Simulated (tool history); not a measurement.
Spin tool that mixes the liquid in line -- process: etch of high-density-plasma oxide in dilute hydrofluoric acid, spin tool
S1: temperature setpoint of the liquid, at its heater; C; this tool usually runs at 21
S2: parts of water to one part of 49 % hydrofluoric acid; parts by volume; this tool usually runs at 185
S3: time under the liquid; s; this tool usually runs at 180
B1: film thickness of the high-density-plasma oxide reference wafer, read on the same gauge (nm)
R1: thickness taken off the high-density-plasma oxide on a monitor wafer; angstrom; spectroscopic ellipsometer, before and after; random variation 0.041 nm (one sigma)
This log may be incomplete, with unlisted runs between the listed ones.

{"run": 1, "hour": 0.0, "S1": 21, "S2": 185, "S3": 150, "B1": 67.39, "R1": 59.9}
{"hour": 3.7, "done": "hydrofluoric acid flow meter replaced"}
{"run": 2, "hour": 17.4, "S1": 21, "S2": 185, "S3": 150, "B1": 67.32, "R1": 59.6}
{"run": 3, "hour": 38.9, "S1": 21, "S2": 185, "S3": 150, "B1": 67.26, "R1": 60.5}
{"run": 4, "hour": 53.8, "S1": 21, "S2": 185, "S3": 180, "B1": 67.23, "R1": 72.5}
{"run": 5, "hour": 66.7, "S1": 21, "S2": 185, "S3": 180, "B1": 67.17, "R1": 71.7}
{"run": 6, "hour": 79.9, "S1": 21, "S2": 185, "S3": 180, "B1": 67.16, "R1": 72.1}
{"run": 7, "hour": 112.2, "S1": 19.5, "S2": 185, "S3": 180, "B1": 67.04, "R1": 67.8}
{"run": 8, "hour": 126.4, "S1": 19.5, "S2": 185, "S3": 180, "B1": 67.04, "R1": 67.5}
{"run": 9, "hour": 150.2, "S1": 21, "S2": 185, "S3": 180, "B1": 66.96, "R1": 71.7}
{"run": 10, "hour": 171.8, "S1": 23, "S2": 260, "S3": 230, "B1": 66.89, "R1": 65}
{"run": 11, "hour": 192.1, "S1": 21, "S2": 185, "S3": 265, "B1": 66.85, "R1": 104.9}
{"hour": 219.5, "done": "gauge calibrated"}
{"run": 12, "hour": 222.8, "S1": 21, "S2": 185, "S3": 180, "B1": 69.44, "R1": 74.7}
{"run": 13, "hour": 243.4, "S1": 21, "S2": 185, "S3": 180, "B1": 69.41, "R1": 74.4}
{"run": 14, "hour": 276.5, "S1": 24.5, "S2": 100, "S3": 180, "B1": 69.3, "R1": 173}
{"run": 15, "hour": 294.6, "S1": 22.5, "S2": 100, "S3": 90, "B1": 69.26, "R1": 80}
{"run": 16, "hour": 312.9, "S1": 21, "S2": 185, "S3": 180, "B1": 69.18, "R1": 74.6}
{"run": 17, "hour": 348.4, "S1": 21, "S2": 125, "S3": 180, "B1": 69.12, "R1": 117.4}
{"hour": 362.1, "done": "thermometer replaced"}
{"run": 18, "hour": 455.3, "S1": 21, "S2": 185, "S3": 260, "B1": 68.8, "R1": 106.7}
{"hour": 473.8, "done": "hydrofluoric acid flow meter replaced"}
{"run": 19, "hour": 474.3, "S1": 19, "S2": 185, "S3": 270, "B1": 68.74, "R1": 103}
{"run": 20, "hour": 495.3, "S1": 24, "S2": 255, "S3": 100, "B1": 68.67, "R1": 31.2}
{"run": 21, "hour": 507.6, "S1": 21, "S2": 120, "S3": 180, "B1": 68.64, "R1": 121.6}
{"run": 22, "hour": 522.2, "S1": 23.5, "S2": 250, "S3": 180, "B1": 68.62, "R1": 56.1}
{"run": 23, "hour": 551.2, "S1": 21, "S2": 185, "S3": 180, "B1": 68.55, "R1": 73.3}
{"run": 24, "hour": 576.5, "S1": 17.5, "S2": 135, "S3": 180, "B1": 68.45, "R1": 92.4}
{"run": 25, "hour": 597.4, "S1": 21, "S2": 185, "S3": 180, "B1": 68.42, "R1": 73.7}
{"run": 26, "hour": 632.6, "S1": 25.5, "S2": 240, "S3": 90, "B1": 68.31, "R1": 31.3}
{"run": 27, "hour": 734.8, "S1": 17, "S2": 185, "S3": 80, "B1": 68, "R1": 28.1}
{"run": 28, "hour": 750.7, "S1": 25, "S2": 225, "S3": 220, "B1": 67.98, "R1": 81.9}
{"run": 29, "hour": 771.1, "S1": 17, "S2": 250, "S3": 210, "B1": 67.94, "R1": 50.6}
{"run": 30, "hour": 787.4, "S1": 17, "S2": 185, "S3": 110, "B1": 67.85, "R1": 38.5}
{"run": 31, "hour": 808.9, "S1": 22.5, "S2": 210, "S3": 180, "B1": 67.81, "R1": 66.7}
{"run": 32, "hour": 844.1, "S1": 21, "S2": 185, "S3": 180, "B1": 67.71, "R1": 72.9}

What would each run have given without the hidden state, its run-to-run variation left as it was?
Hidden state present: liquid colder than its thermometer reads (K); hydrofluoric acid flow above the setpoint (%); gauge reads high (%).
run=1 R1=62.2
run=2 R1=62
run=3 R1=62.9
run=4 R1=75.5
run=5 R1=74.7
run=6 R1=75.1
run=7 R1=70.7
run=8 R1=70.5
run=9 R1=75
run=10 R1=68.1
run=11 R1=109.9
run=12 R1=75.2
run=13 R1=75
run=14 R1=174.8
run=15 R1=80.8
run=16 R1=75.4
run=17 R1=119
run=18 R1=108.5
run=19 R1=104.9
run=20 R1=31.8
run=21 R1=124
run=22 R1=57.3
run=23 R1=74.9
run=24 R1=94.5
run=25 R1=75.4
run=26 R1=32.1
run=27 R1=28.9
run=28 R1=84.4
run=29 R1=52.2
run=30 R1=39.7
run=31 R1=68.8
run=32 R1=75.3
